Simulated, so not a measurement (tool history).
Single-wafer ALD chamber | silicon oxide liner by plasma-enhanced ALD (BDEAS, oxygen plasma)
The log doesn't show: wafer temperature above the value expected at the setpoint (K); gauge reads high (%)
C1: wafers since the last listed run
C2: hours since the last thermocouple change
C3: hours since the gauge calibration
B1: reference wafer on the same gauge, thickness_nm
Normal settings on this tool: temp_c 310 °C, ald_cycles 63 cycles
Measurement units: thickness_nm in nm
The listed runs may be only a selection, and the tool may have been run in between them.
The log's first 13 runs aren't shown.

Run 14, hour 881.1: usual settings; C1 383; C2 1073; C3 1272.2; B1 5.545. Result: thickness_nm 5.788 nm.
Run 15, hour 978.4: usual settings; C1 376; C2 1170.3; C3 1369.5; B1 5.54. Result: thickness_nm 5.731 nm.
Run 16, hour 1158.7: usual settings but temp_c 303 °C, ald_cycles 55 cycles; C1 697; C2 1350.6; C3 1549.8; B1 5.527. Result: thickness_nm 5.063 nm.
Run 17, hour 1204.9: usual settings but temp_c 324 °C, ald_cycles 74 cycles; C1 178; C2 1396.8; C3 1596; B1 5.532. Result: thickness_nm 6.564 nm.
Run 18, hour 1306.9: usual settings but temp_c 320 °C, ald_cycles 56 cycles; C1 394; C2 1498.8; C3 1698; B1 5.528. Result: thickness_nm 5.078 nm.
Run 19, hour 1343.2: usual settings but temp_c 317 °C, ald_cycles 74 cycles; C1 140; C2 1535.1; C3 1734.3; B1 5.523. Result: thickness_nm 6.659 nm.
Run 20, hour 1384.1: usual settings but ald_cycles 52 cycles; C1 158; C2 1576; C3 1775.2; B1 5.521. Result: thickness_nm 4.725 nm.
Run 21, hour 1477.1: usual settings but temp_c 300 °C; C1 359; C2 1669; C3 1868.2; B1 5.515. Result: thickness_nm 5.836 nm.
Run 22, hour 1555.6: usual settings but temp_c 298 °C; C1 303; C2 1747.5; C3 1946.7; B1 5.512. Result: thickness_nm 5.8 nm.
At hour 1616.7: thermocouple changed; heater temperature recalibrated.
At hour 1631.9: gauge calibrated.
Run 23, hour 1661.5: usual settings; C1 378; C2 44.8; C3 29.6; B1 5.646. Result: thickness_nm 5.848 nm.
Run 24, hour 1714.9: usual settings but temp_c 305 °C, ald_cycles 52 cycles; C1 206; C2 98.2; C3 83; B1 5.644. Result: thickness_nm 4.896 nm.
Run 25, hour 1752.5: usual settings but temp_c 315 °C; C1 145; C2 135.8; C3 120.6; B1 5.641. Result: thickness_nm 5.845 nm.

Predict the results of run 26:
Run 26, hour 1828.7: usual settings; C1 294; C2 212; C3 196.8; B1 ?. Result: thickness_nm ?.

{"run 26": {"B1": 5.638, "thickness_nm": 5.902}}
Without the tool's hidden state the same run would have given thickness_nm 5.874 nm.
